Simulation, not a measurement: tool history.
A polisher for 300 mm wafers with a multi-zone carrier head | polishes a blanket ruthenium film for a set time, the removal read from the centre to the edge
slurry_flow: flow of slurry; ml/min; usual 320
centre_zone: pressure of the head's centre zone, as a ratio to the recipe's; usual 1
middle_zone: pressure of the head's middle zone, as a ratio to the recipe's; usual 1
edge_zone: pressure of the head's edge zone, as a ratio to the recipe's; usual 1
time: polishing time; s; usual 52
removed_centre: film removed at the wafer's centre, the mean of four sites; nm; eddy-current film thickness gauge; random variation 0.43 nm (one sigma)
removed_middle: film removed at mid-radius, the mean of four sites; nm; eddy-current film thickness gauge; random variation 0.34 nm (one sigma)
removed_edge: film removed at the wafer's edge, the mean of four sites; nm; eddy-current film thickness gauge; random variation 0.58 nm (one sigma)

run     day  slurry_flow  centre_zone  middle_zone  edge_zone  time  incoming thickness of the incoming film, nm  removed_centre  removed_middle  removed_edge
  1       0          320            1            1          1    52                                        325.4            48.3            49.1          47.5
  2   0.625          320            1            1          1    52                                        335.3            47.9            48.1            48
      1.492  -- worn pad replaced by a new one
  3   2.125          320            1            1          1    52                                        335.2            51.7            51.9          51.6
  4     3.6          320            1            1          1    52                                        328.9            50.4            50.9          50.6
  5   4.712          320            1         0.95          1    52                                        325.9            49.9              48          49.3
  6   5.996          320            1            1          1    52                                        329.9            47.9            48.7          48.6
      6.542  -- slurry nozzle cleaned
      6.579  -- worn pad replaced by a new one
  7     6.6          320            1            1          1    52                                        330.7            51.5            52.4          52.2
       7.45  -- edge zone pressure recalibrated
  8   7.758          320            1            1          1    52                                        331.7            50.8            51.1          51.7
        8.8  -- centre zone pressure recalibrated
  9   8.821          320            1         0.95          1    52                                        324.6            50.3              49          49.8
 10   9.462          320            1            1       1.05    52                                        334.6            50.1            50.3            51
 11  10.312          320         1.07            1          1    52                                        330.6            53.3            49.7            49
     12.971  -- worn pad replaced by a new one
 12  13.738          320         1.04            1          1    62                                        327.8            65.3            62.2          60.9
 13  14.612          320            1         1.11          1    52                                        335.1            51.2            56.1          50.7
 14  15.696          370            1            1          1    52                                        330.1            51.2            51.8          49.6
     16.508  -- carrier head's membrane replaced by a new one
 15  17.008          320            1         1.07          1    52                                        336.1            49.3            52.3          48.6
     19.121  -- worn pad replaced by a new one
 16  20.525          220            1         1.05          1    52                                        334.6            49.1            51.4          47.7
 17  21.596          320            1         1.04          1    52                                        331.4            50.3            52.5            50
     22.304  -- slurry nozzle cleaned
 18  22.412          320            1            1          1    65                                        329.7            62.7            62.9          60.9
 19  23.512          320            1            1          1    52                                        330.4            48.6              49          47.3
 20  24.588          320            1         1.04        1.1    52                                        326.5            47.5            49.7          48.6
 21    25.1          320            1         1.08          1    65                                          331            59.5            64.5          58.9

The tool's hidden state at each run:
slurry flow missing at the pad, %: 0 in every run
deviation of the centre zone's pressure from its setpoint, %: 0 in every run
deviation of the edge zone's pressure from its setpoint, %: 0 in every run
H1: removal rate lost through wear of the pad, %
run     H1
  1   8.55
  2   9.47
  3    1.9
  4   4.07
  5    5.7
  6   7.59
  7  0.709
  8   2.41
  9   3.97
 10   4.92
 11   6.17
 12   1.62
 13    2.9
 14    4.5
 15   6.42
 16   3.22
 17    4.8
 18      6
 19   7.61
 20   9.19
 21   9.95
